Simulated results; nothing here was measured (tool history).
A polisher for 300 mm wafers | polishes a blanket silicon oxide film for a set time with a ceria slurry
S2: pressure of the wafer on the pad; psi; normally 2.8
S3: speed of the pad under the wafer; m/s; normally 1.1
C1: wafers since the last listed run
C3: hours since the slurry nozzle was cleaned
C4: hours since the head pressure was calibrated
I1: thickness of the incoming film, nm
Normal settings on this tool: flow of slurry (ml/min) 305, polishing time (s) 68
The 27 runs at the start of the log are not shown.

Run 28, hour 381.6: usual settings; C1 124; wafers polished on this pad 1330; C3 32.9; C4 109.9; I1 1822. Result: film removed (Å) 2399.
At hour 390.2: worn pad replaced by a new one.
Run 29, hour 397.3: usual settings but S2 2.3 psi; C1 126; wafers polished on this pad 76; C3 48.6; C4 125.6; I1 1828. Result: film removed (Å) 2161.
Run 30, hour 413.7: usual settings but flow of slurry (ml/min) 390, S2 3.1 psi, S3 0.74 m/s, polishing time (s) 58; C1 176; wafers polished on this pad 252; C3 65; C4 142; I1 1825.9. Result: film removed (Å) 1741.
Run 31, hour 422.4: usual settings but S2 2.2 psi, S3 0.84 m/s; C1 93; wafers polished on this pad 346; C3 73.7; C4 150.7; I1 1799.8. Result: film removed (Å) 1569.
Run 32, hour 439.4: usual settings but flow of slurry (ml/min) 375, S3 1.22 m/s, polishing time (s) 89; C1 183; wafers polished on this pad 529; C3 90.7; C4 167.7; I1 1808.5. Result: film removed (Å) 3505.
Run 33, hour 449.5: usual settings but S2 1.9 psi, S3 1.36 m/s, polishing time (s) 87; C1 108; wafers polished on this pad 638; C3 100.8; C4 177.8; I1 1815.2. Result: film removed (Å) 2586.
Run 34, hour 465.4: usual settings but flow of slurry (ml/min) 220, S2 2.5 psi, polishing time (s) 81; C1 171; wafers polished on this pad 809; C3 116.7; C4 193.7; I1 1790.6. Result: film removed (Å) 2490.
Run 35, hour 479.7: usual settings but flow of slurry (ml/min) 270, S3 1.26 m/s, polishing time (s) 51; C1 154; wafers polished on this pad 963; C3 131; C4 208; I1 1799.4. Result: film removed (Å) 1982.
At hour 501.1: worn pad replaced by a new one.
Run 36, hour 511.5: usual settings but S2 3.7 psi; C1 299; wafers polished on this pad 112; C3 162.8; C4 239.8; I1 1789.8. Result: film removed (Å) 3325.
Run 37, hour 528.4: usual settings but flow of slurry (ml/min) 275; C1 182; wafers polished on this pad 294; C3 179.7; C4 256.7; I1 1823.1. Result: film removed (Å) 2443.

Here are 4 independent what-if runs from the current tool condition. What would each one return?
Run A, hour 528.8: usual settings but S3 1.36 m/s; C1 4; wafers polished on this pad 298; C3 180.1; C4 257.1; I1 1797.9. Result: film removed (Å) ?.
Run B, hour 528.8: usual settings but flow of slurry (ml/min) 335, S2 3.1 psi, S3 1.24 m/s, polishing time (s) 44; C1 4; wafers polished on this pad 298; C3 180.1; C4 257.1; I1 1797.9. Result: film removed (Å) ?.
Run C, hour 528.8: usual settings but S2 3.7 psi, S3 1.34 m/s; C1 4; wafers polished on this pad 298; C3 180.1; C4 257.1; I1 1797.9. Result: film removed (Å) ?.
Run D, hour 528.8: usual settings but flow of slurry (ml/min) 400, S2 2.4 psi, S3 1.38 m/s, polishing time (s) 49; C1 4; wafers polished on this pad 298; C3 180.1; C4 257.1; I1 1797.9. Result: film removed (Å) ?.

run  film removed (Å)
  A              2972
  B              1972
  C              3844
  D              1902
With no hidden state in the tool, these same runs would have given:
run  film removed (Å)
  A              3179
  B              2110
  C              4111
  D              2034

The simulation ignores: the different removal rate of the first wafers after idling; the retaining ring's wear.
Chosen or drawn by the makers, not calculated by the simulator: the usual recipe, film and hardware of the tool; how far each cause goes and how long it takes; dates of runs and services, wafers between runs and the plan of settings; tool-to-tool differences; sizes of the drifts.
